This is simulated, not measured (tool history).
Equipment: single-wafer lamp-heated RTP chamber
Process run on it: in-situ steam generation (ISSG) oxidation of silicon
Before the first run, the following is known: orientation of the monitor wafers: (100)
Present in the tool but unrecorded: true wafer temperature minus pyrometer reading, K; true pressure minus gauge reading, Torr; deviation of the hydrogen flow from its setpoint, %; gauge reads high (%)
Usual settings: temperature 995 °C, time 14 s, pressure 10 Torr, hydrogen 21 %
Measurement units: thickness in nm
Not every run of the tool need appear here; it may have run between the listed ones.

run,day,temperature,time,pressure,hydrogen,wafers since the last listed run,wafers since the last pyrometer calibration,hours since the pressure gauge was zeroed,hours since the hydrogen flow controller was replaced,hours since the gauge calibration,"read-back reference wafer on the same gauge, thickness",thickness
1,0,1004,16,10,21,0,3038,2587.5,3789.3,216.9,4.562,4.875
2,1.021,995,14,10,21,128,3167,2612,3813.8,241.4,4.562,4.446
3,2.504,995,14,10,15,186,3354,2647.6,3849.4,277,4.561,4.119
4,3.729,995,14,10,15,154,3508,2677,3878.8,306.4,4.562,4.138
5,4.383,995,14,10,21,82,3590,2692.7,3894.5,322.1,4.562,4.439
6,5.875,995,14,10,21,187,3778,2728.5,3930.3,357.9,4.559,4.455
7,6.746,995,14,9.7,21,109,3888,2749.4,3951.2,378.8,4.559,4.467
8,7.829,995,11,10,21,136,4024,2775.4,3977.2,404.8,4.56,4.017
# day 9.008: pressure gauge zeroed
9,9.029,995,11,10,21,109,4133,0.5,4006,433.6,4.56,4.012
10,9.958,995,11,10,21,116,4250,22.8,4028.3,455.9,4.563,4.008
11,10.521,995,14,9.5,21,70,4321,36.3,4041.8,469.4,4.558,4.506
12,11.454,995,14,9.5,21,117,4438,58.7,4064.2,491.8,4.559,4.503
13,12.758,1004,16,10,13,164,4602,90,4095.5,523.1,4.561,4.43
14,13.817,995,14,10,21,133,4736,115.4,4120.9,548.5,4.561,4.456
15,14.379,976,10,10,31,70,4807,128.9,4134.4,562,4.565,4.005
# day 15.421: pyrometer window cleaned and pyrometer calibrated
16,15.442,995,14,10,21,91,2,154.4,4159.9,587.5,4.563,4.405
17,15.771,995,16,9.1,11,41,43,162.3,4167.8,595.4,4.56,4.11
# day 16.133: hydrogen flow controller replaced
# day 17.733: gauge calibrated
18,19.742,995,19,10,21,457,501,257.6,86.6,48.2,4.562,5.067
19,20.871,1002,14,10,15,142,643,284.7,113.7,75.3,4.561,4.192
20,22.2,995,14,10,21,167,811,316.6,145.6,107.2,4.56,4.41
21,22.812,979,14,9,21,77,888,331.3,160.3,121.9,4.556,4.247
22,23.892,995,14,10,28,135,1024,357.2,186.2,147.8,4.56,4.718
23,25.296,995,14,10,11,176,1200,390.9,219.9,181.5,4.561,3.843
24,26.412,995,19,10,13,140,1341,417.7,246.7,208.3,4.561,4.573
25,27.171,1009,13,10,21,95,1436,435.9,264.9,226.5,4.559,4.494

5 ways to go on from here, each from the tool as it stands after run 25. What would each give?
A,27.192,995,14,10,21,2,1439,436.4,265.4,227,?,?
B,27.192,1014,14,10,21,2,1439,436.4,265.4,227,?,?
C,27.192,982,14,10,21,2,1439,436.4,265.4,227,?,?
D,27.192,995,14,10.2,16,2,1439,436.4,265.4,227,?,?
E,27.192,1010,14,10,25,2,1439,436.4,265.4,227,?,?

run,"read-back reference wafer on the same gauge, thickness",thickness
A,4.564,4.422
B,4.564,4.755
C,4.564,4.23
D,4.564,4.149
E,4.564,4.868
Stripped of hidden state, with their random variation kept, the same runs would have yielded:
run,thickness
A,4.388
B,4.713
C,4.201
D,4.118
E,4.827
